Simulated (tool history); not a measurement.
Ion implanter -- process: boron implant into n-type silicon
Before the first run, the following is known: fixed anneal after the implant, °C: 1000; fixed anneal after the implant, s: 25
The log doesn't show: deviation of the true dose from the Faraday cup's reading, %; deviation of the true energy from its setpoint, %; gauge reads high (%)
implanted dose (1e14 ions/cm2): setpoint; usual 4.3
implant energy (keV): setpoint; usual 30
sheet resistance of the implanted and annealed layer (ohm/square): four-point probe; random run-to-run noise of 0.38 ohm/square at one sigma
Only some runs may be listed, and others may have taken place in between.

run	hour	implanted dose (1e14 ions/cm2)	implant energy (keV)	wafers since the last listed run	hours since the last dose calibration	hours since the extraction supply was calibrated	hours since the gauge calibration	read-back reference wafer on the same gauge, sheet resistance	sheet resistance of the implanted and annealed layer (ohm/square)
1	0	4.3	30	0	1220.4	5136.2	94.1	298.11	242.13
2	14.3	4.3	30	159	1234.7	5150.5	108.4	297.98	242.48
3	118.2	4.3	30	1158	1338.6	5254.4	212.3	298.15	241.91
4	168.7	4.3	30	563	1389.1	5304.9	262.8	297.96	242.16
5	193.2	4.3	30	273	1413.6	5329.4	287.3	298.02	242.15
6	209.1	4.3	30	177	1429.5	5345.3	303.2	298.14	241.87
# hour 220.3: gauge calibrated
7	225.9	4.3	30	187	1446.3	5362.1	5.6	298	242.33
# hour 244: extraction supply calibrated
8	251.1	4.3	30	191	1471.5	7.1	30.8	298.04	241.9
9	273.4	3.23	34	248	1493.8	29.4	53.1	298.08	299.55
10	290.1	3.97	30	186	1510.5	46.1	69.8	298.04	257.89
11	313.7	4.3	35	263	1534.1	69.7	93.4	297.99	238.55
# hour 341.8: Faraday cup replaced and dose calibrated
12	342.3	4.3	30	229	0.5	98.3	122	297.95	250.63
13	371.1	4.3	30	321	29.3	127.1	150.8	298.07	250.46
14	385.1	3.37	30	156	43.3	141.1	164.8	297.95	303.71
15	401.4	3.87	40	181	59.6	157.4	181.1	298.09	264.72
16	427.8	4.3	30	294	86	183.8	207.5	298.08	248.64
17	454.6	3.12	39.5	298	112.8	210.6	234.3	298.02	312.63

What was the tool's hidden state at every run in the log?
deviation of the true energy from its setpoint, %: 0 on each run
gauge reads high (%): 0 on each run
H1: deviation of the true dose from the Faraday cup's reading, %
run	H1
1	4.74
2	4.75
3	4.84
4	4.88
5	4.9
6	4.91
7	4.92
8	4.94
9	4.95
10	4.96
11	4.98
12	0.169
13	0.443
14	0.571
15	0.715
16	0.941
17	1.16
